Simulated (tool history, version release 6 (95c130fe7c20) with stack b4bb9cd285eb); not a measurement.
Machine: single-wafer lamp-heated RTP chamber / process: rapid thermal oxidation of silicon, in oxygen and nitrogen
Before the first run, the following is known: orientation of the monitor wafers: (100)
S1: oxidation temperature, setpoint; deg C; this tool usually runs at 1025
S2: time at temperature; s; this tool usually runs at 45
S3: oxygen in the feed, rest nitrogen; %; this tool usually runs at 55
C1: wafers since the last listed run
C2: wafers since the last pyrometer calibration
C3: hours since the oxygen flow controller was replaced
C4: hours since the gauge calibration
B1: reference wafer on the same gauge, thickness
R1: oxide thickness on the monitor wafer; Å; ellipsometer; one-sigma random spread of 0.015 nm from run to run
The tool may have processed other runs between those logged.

run 1 hour=0 | S1=1025 S2=45 S3=55 | C1=0 C2=2874 C3=2609.4 C4=13.6 | B1=5.528 | R1=48.17
run 2 hour=35.8 | S1=1025 S2=45 S3=55 | C1=233 C2=3108 C3=2645.2 C4=49.4 | B1=5.5 | R1=48.48
run 3 hour=56.4 | S1=1012 S2=32 S3=55 | C1=134 C2=3243 C3=2665.8 C4=70 | B1=5.493 | R1=38.23
run 4 hour=90.4 | S1=1012 S2=32 S3=55 | C1=222 C2=3465 C3=2699.8 C4=104 | B1=5.487 | R1=38.19
run 5 hour=121.7 | S1=1012 S2=32 S3=55 | C1=204 C2=3669 C3=2731.1 C4=135.3 | B1=5.485 | R1=38.24
run 6 hour=143.7 | S1=1025 S2=45 S3=71 | C1=143 C2=3813 C3=2753.1 C4=157.3 | B1=5.471 | R1=52.53
run 7 hour=170.1 | S1=1025 S2=45 S3=71 | C1=172 C2=3986 C3=2779.5 C4=183.7 | B1=5.472 | R1=52.41
-- hour=201.4 oxygen flow controller replaced
run 8 hour=201.9 | S1=1025 S2=45 S3=55 | C1=155 C2=4141 C3=0.5 C4=215.5 | B1=5.469 | R1=47.78
-- hour=220.2 pyrometer window cleaned and pyrometer calibrated
-- hour=224.7 gauge calibrated
run 9 hour=229.2 | S1=1019 S2=45 S3=55 | C1=126 C2=58 C3=27.8 C4=4.5 | B1=5.529 | R1=46.19
run 10 hour=246.7 | S1=1011 S2=45 S3=55 | C1=114 C2=173 C3=45.3 C4=22 | B1=5.519 | R1=43.73
run 11 hour=274.7 | S1=1044 S2=45 S3=55 | C1=182 C2=356 C3=73.3 C4=50 | B1=5.5 | R1=54.67
run 12 hour=345.4 | S1=1034 S2=29 S3=69 | C1=461 C2=818 C3=144 C4=120.7 | B1=5.484 | R1=45.82
run 13 hour=377.7 | S1=1010 S2=33 S3=47 | C1=211 C2=1029 C3=176.3 C4=153 | B1=5.47 | R1=36.26
run 14 hour=393.3 | S1=1052 S2=59 S3=55 | C1=101 C2=1130 C3=191.9 C4=168.6 | B1=5.476 | R1=64.81
run 15 hour=410.5 | S1=1025 S2=65 S3=27 | C1=112 C2=1243 C3=209.1 C4=185.8 | B1=5.471 | R1=44.03
run 16 hour=436.3 | S1=1025 S2=45 S3=55 | C1=168 C2=1411 C3=234.9 C4=211.6 | B1=5.472 | R1=47.95
run 17 hour=454.7 | S1=1025 S2=45 S3=55 | C1=120 C2=1532 C3=253.3 C4=230 | B1=5.469 | R1=47.73
run 18 hour=489.2 | S1=1042 S2=45 S3=55 | C1=225 C2=1757 C3=287.8 C4=264.5 | B1=5.468 | R1=53.74
run 19 hour=503.7 | S1=1019 S2=45 S3=55 | C1=94 C2=1852 C3=302.3 C4=279 | B1=5.466 | R1=45.96

Branching from run 19: 5 alternative next runs. What would each branch give?
run A hour=504.1 | S1=1025 S2=45 S3=55 | C1=2 C2=1854 C3=302.7 C4=279.4 | B1=? | R1=?
run B hour=504.1 | S1=996 S2=45 S3=55 | C1=2 C2=1854 C3=302.7 C4=279.4 | B1=? | R1=?
run C hour=504.1 | S1=1025 S2=45 S3=47 | C1=2 C2=1854 C3=302.7 C4=279.4 | B1=? | R1=?
run D hour=504.1 | S1=1047 S2=45 S3=55 | C1=2 C2=1854 C3=302.7 C4=279.4 | B1=? | R1=?
run E hour=504.1 | S1=1045 S2=36 S3=77 | C1=2 C2=1854 C3=302.7 C4=279.4 | B1=? | R1=?

run=A B1=5.466 R1=48.01
run=B B1=5.466 R1=39.41
run=C B1=5.466 R1=45.53
run=D B1=5.466 R1=55.79
run=E B1=5.466 R1=56.22
What these runs would have given with no unlogged condition in the tool:
run=A R1=48.56
run=B R1=39.86
run=C R1=46.06
run=D R1=56.43
run=E R1=56.87
